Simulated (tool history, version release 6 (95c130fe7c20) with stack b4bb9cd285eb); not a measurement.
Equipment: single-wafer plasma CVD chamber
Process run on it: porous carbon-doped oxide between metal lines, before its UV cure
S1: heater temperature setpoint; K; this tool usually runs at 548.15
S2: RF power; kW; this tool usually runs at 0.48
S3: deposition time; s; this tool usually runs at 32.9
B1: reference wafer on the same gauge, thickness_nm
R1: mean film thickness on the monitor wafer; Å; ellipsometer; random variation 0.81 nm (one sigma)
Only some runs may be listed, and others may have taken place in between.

Run 1, day 0: usual settings but S1 538.15 K, S3 36.7 s; B1 208.106. Result: R1 2381.6 Å.
Run 2, day 0.742: usual settings but S3 35.2 s; B1 207.91. Result: R1 2096.72 Å.
Run 3, day 1.333: usual settings but S2 0.405 kW; B1 207.997. Result: R1 1722.33 Å.
Run 4, day 1.608: usual settings but S2 0.405 kW; B1 208.01. Result: R1 1717.43 Å.
Run 5, day 2.296: usual settings but S2 0.405 kW; B1 208.239. Result: R1 1736.27 Å.
Run 6, day 2.608: usual settings but S2 0.555 kW; B1 208.338. Result: R1 2146.08 Å.
At day 2.992: gauge calibrated.
Run 7, day 3.279: usual settings but S2 0.555 kW; B1 208.35. Result: R1 2145.98 Å.
Run 8, day 3.992: usual settings; B1 208.023. Result: R1 1956.43 Å.
Run 9, day 4.338: usual settings; B1 207.816. Result: R1 1962.94 Å.
Run 10, day 5.221: usual settings; B1 208.405. Result: R1 1957.31 Å.
Run 11, day 5.812: usual settings but S2 0.435 kW; B1 208.068. Result: R1 1813.7 Å.
Run 12, day 6.221: usual settings; B1 208.088. Result: R1 1965.27 Å.
Run 13, day 6.821: usual settings; B1 207.723. Result: R1 1949.06 Å.
Run 14, day 7.262: usual settings; B1 207.766. Result: R1 1955.18 Å.
At day 8.042: showerhead replaced.
Run 15, day 8.062: usual settings but S2 0.52 kW, S3 31.6 s; B1 208.273. Result: R1 1976 Å.
Run 16, day 8.688: usual settings but S1 556.15 K, S2 0.405 kW; B1 208.177. Result: R1 1613.56 Å.
At day 9.508: thermocouple changed; heater temperature recalibrated.
Run 17, day 9.529: usual settings; B1 207.669. Result: R1 1940.73 Å.
Run 18, day 10.054: usual settings but S1 533.15 K, S2 0.41 kW; B1 207.86. Result: R1 1936.2 Å.
Run 19, day 10.683: usual settings but S1 540.15 K, S2 0.42 kW; B1 208.171. Result: R1 1849.28 Å.
Run 20, day 11.129: usual settings but S2 0.455 kW, S3 27.7 s; B1 208.038. Result: R1 1573.85 Å.
Run 21, day 11.712: usual settings but S1 538.15 K, S2 0.565 kW, S3 38.9 s; B1 207.637. Result: R1 2755 Å.
At day 12.158: RF generator calibrated.
Run 22, day 12.179: usual settings but S1 554.15 K, S3 30.8 s; B1 208.151. Result: R1 1845.88 Å.
At day 12.379: gauge calibrated.
Run 23, day 12.721: usual settings but S1 543.15 K, S2 0.51 kW, S3 37 s; B1 208.027. Result: R1 2471.67 Å.
Run 24, day 13.362: usual settings but S1 538.15 K, S2 0.39 kW, S3 38.5 s; B1 208.266. Result: R1 2199.79 Å.
Run 25, day 14.042: usual settings but S2 0.53 kW, S3 39.4 s; B1 208.114. Result: R1 2597.32 Å.
Run 26, day 14.654: usual settings but S1 538.15 K, S3 38.7 s; B1 207.967. Result: R1 2583.93 Å.
Run 27, day 15.125: usual settings but S1 557.15 K, S2 0.51 kW, S3 30.2 s; B1 207.779. Result: R1 1829.99 Å.
Run 28, day 15.779: usual settings; B1 207.888. Result: R1 2038.39 Å.
Run 29, day 16.479: usual settings but S1 558.15 K, S2 0.425 kW, S3 38.7 s; B1 208.008. Result: R1 2036.13 Å.
Run 30, day 16.742: usual settings but S2 0.43 kW, S3 34.7 s; B1 208.187. Result: R1 1981.35 Å.
Run 31, day 17.867: usual settings; B1 207.667. Result: R1 2028.73 Å.

Here are 5 independent what-if runs from the current tool condition. What would each one return?
Run A, day 17.883: usual settings but S2 0.545 kW; B1 ?. Result: R1 ?.
Run B, day 17.883: usual settings but S2 0.55 kW, S3 26.6 s; B1 ?. Result: R1 ?.
Run C, day 17.883: usual settings but S2 0.575 kW; B1 ?. Result: R1 ?.
Run D, day 17.883: usual settings but S1 560.15 K, S3 28.7 s; B1 ?. Result: R1 ?.
Run E, day 17.883: usual settings but S2 0.55 kW; B1 ?. Result: R1 ?.

run       B1       R1
  A  207.535  2236.22
  B  207.535  1830.59
  C  207.535  2315.09
  D  207.535  1652.57
  E  207.535  2249.67
Without the tool's unlogged condition, the same runs would have read:
run       R1
  A  2241.16
  B  1834.64
  C  2320.09
  D  1656.27
  E  2254.63
